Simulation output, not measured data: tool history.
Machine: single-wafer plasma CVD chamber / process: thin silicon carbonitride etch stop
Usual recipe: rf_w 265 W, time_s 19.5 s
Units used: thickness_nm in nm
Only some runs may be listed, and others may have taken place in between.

run   hour  rf_w  time_s  read-back reference wafer on the same gauge, thickness_nm  thickness_nm
  1      0   265    19.5                                                     14.295        12.501
  2   22.6   265    19.5                                                     14.302        12.513
  3   38.5   305    18.5                                                     14.297        12.345
  4   71.1   265    22.3                                                     14.302        14.295
  5   88.5   265    22.3                                                     14.293        14.302
  6  161.2   265    19.5                                                       14.3        12.469
  7    192   265    19.5                                                     14.306        12.541
  8  220.4   265    19.5                                                     14.294        12.512
  9  233.1   265    19.5                                                       14.3         12.51
 10  262.7   265    19.5                                                     14.302        12.531
 11  276.1   265    19.5                                                     14.304        12.556
 12  306.3   265    22.5                                                     14.299        14.459
 13  335.2   265    22.5                                                     14.303        14.445
 14  356.3   265    22.5                                                     14.298        14.418
     378.3  -- thermocouple changed; heater temperature recalibrated
 15  383.4   265    19.5                                                     14.293        12.489
     386.4  -- gauge calibrated
 16  410.8   265    19.5                                                     14.299        12.504
       419  -- RF generator calibrated
 17  446.7   295    17.1                                                     14.295        11.517
 18  463.4   310    22.5                                                     14.295        15.371
     485.1  -- showerhead replaced
 19  488.1   240    16.2                                                     14.303        10.364
 20    514   230    23.3                                                     14.291        14.631
 21  529.1   290    22.2                                                     14.298        14.846
 22  551.2   265    19.5                                                     14.301        12.784
 23  569.6   225    23.3                                                     14.302        14.585
 24  582.1   300    19.5                                                     14.294        13.164
 25  607.3   265    19.5                                                     14.302        12.718
 26  637.6   225    19.5                                                     14.297        12.158
 27  708.7   320    16.9                                                     14.304        11.614
 28  726.1   295    18.3                                                     14.292        12.248
 29    750   265    19.5                                                     14.304        12.684
 30  770.6   265    19.5                                                     14.291        12.688
 31  789.5   240    22.5                                                     14.302        14.187
 32  813.4   235    22.3                                                     14.303        14.008
 33  826.8   265    19.5                                                     14.303        12.648

Below, some changes in thickness_nm between adjacent runs. For each, the amount present without the hidden state too (settings, incoming material, random variation) and the amount remaining for the hidden state with gauge scatter not shared by both compared results:
Unlogged tool condition in this case: wafer temperature above the value expected at the setpoint (K); delivered RF power above the setpoint (%); gauge reads high (%).
Run 3 -> 4: rf_w 305 -> 265, time_s 18.5 -> 22.3. thickness_nm +1.95 nm: hidden state -0.05, all else +2.
Run 11 -> 12: time_s 19.5 -> 22.5. thickness_nm +1.903 nm: hidden state -0.05, all else +1.953.
Run 16 -> 17: rf_w 265 -> 295, time_s 19.5 -> 17.1, RF generator calibrated. thickness_nm -0.987 nm: hidden state +0.285, all else -1.272.
Run 17 -> 18: rf_w 295 -> 310, time_s 17.1 -> 22.5. thickness_nm +3.854 nm: hidden state -0.022, all else +3.876.
Run 18 -> 19: rf_w 310 -> 240, time_s 22.5 -> 16.2, showerhead replaced. thickness_nm -5.007 nm: hidden state +0.013, all else -5.02.
Run 19 -> 20: rf_w 240 -> 230, time_s 16.2 -> 23.3. thickness_nm +4.267 nm: hidden state -0.033, all else +4.3.
